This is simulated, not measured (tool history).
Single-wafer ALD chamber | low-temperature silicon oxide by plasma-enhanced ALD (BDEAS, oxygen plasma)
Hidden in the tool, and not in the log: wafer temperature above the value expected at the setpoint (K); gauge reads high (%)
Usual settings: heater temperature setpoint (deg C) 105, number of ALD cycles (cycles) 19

run,day,heater temperature setpoint (deg C),number of ALD cycles (cycles),wafers since the last listed run,hours since the last thermocouple change,hours since the gauge calibration,"read-back reference wafer on the same gauge, thickness_nm",mean film thickness on the monitor wafer (nm)
1,0.000,101,19,0,1112.0,604.8,2.638,2.575
2,1.392,101,19,299,1145.4,638.2,2.639,2.585
# day 3.733: gauge calibrated
3,3.867,115,19,533,1204.8,3.2,2.641,2.497
4,4.679,115,19,175,1224.3,22.7,2.642,2.497
5,5.288,105,19,131,1238.9,37.3,2.639,2.541
6,6.762,105,19,317,1274.3,72.7,2.639,2.554
7,8.021,105,19,271,1304.5,102.9,2.641,2.552
8,8.600,105,19,124,1318.4,116.8,2.641,2.542
9,9.767,105,19,251,1346.4,144.8,2.639,2.536
10,10.450,105,19,147,1362.8,161.2,2.637,2.540
11,11.704,105,19,270,1392.9,191.3,2.641,2.543
12,12.271,105,17,122,1406.5,204.9,2.639,2.275
13,13.446,105,17,253,1434.7,233.1,2.641,2.286
14,14.442,105,18,214,1458.6,257.0,2.641,2.409
15,15.583,105,18,245,1486.0,284.4,2.639,2.404
16,16.988,105,19,302,1519.7,318.1,2.641,2.547
17,17.633,105,19,139,1535.2,333.6,2.640,2.559
18,18.529,105,19,193,1556.7,355.1,2.642,2.553
19,19.242,105,19,153,1573.8,372.2,2.640,2.550
20,20.225,105,20,211,1597.4,395.8,2.640,2.682
21,21.288,92,19,228,1622.9,421.3,2.639,2.682
22,22.342,105,21,227,1648.2,446.6,2.639,2.822
23,23.400,105,19,228,1673.6,472.0,2.640,2.558
24,24.650,116,16,269,1703.6,502.0,2.640,2.108
25,26.042,113,21,299,1737.0,535.4,2.638,2.772
26,26.992,105,19,204,1759.8,558.2,2.640,2.554
27,28.379,114,21,298,1793.1,591.5,2.640,2.758
28,29.862,98,19,319,1828.7,627.1,2.641,2.644
29,30.621,105,19,163,1846.9,645.3,2.641,2.568
30,31.954,105,19,287,1878.9,677.3,2.641,2.562
# day 32.088: gauge calibrated
31,33.321,117,18,294,1911.7,29.6,2.639,2.364
# day 33.838: thermocouple changed; heater temperature recalibrated
32,34.192,119,19,115,8.5,50.5,2.638,2.449
33,37.612,112,17,737,90.6,132.6,2.637,2.230
34,38.850,105,23,266,120.3,162.3,2.640,3.054
35,40.317,105,19,315,155.5,197.5,2.642,2.528
36,41.100,105,23,168,174.3,216.3,2.639,3.049
37,42.483,105,19,298,207.5,249.5,2.640,2.522
38,43.775,110,17,278,238.5,280.5,2.640,2.231

3 ways to go on from here, each from the tool as it stands after run 38. What would each give?
A,43.792,105,19,3,238.9,280.9,?,?
B,43.792,113,16,3,238.9,280.9,?,?
C,43.792,101,20,3,238.9,280.9,?,?

run,"read-back reference wafer on the same gauge, thickness_nm",mean film thickness on the monitor wafer (nm)
A,2.640,2.525
B,2.640,2.091
C,2.640,2.683
Without the tool's hidden state the same runs would have given:
run,mean film thickness on the monitor wafer (nm)
A,2.519
B,2.086
C,2.674
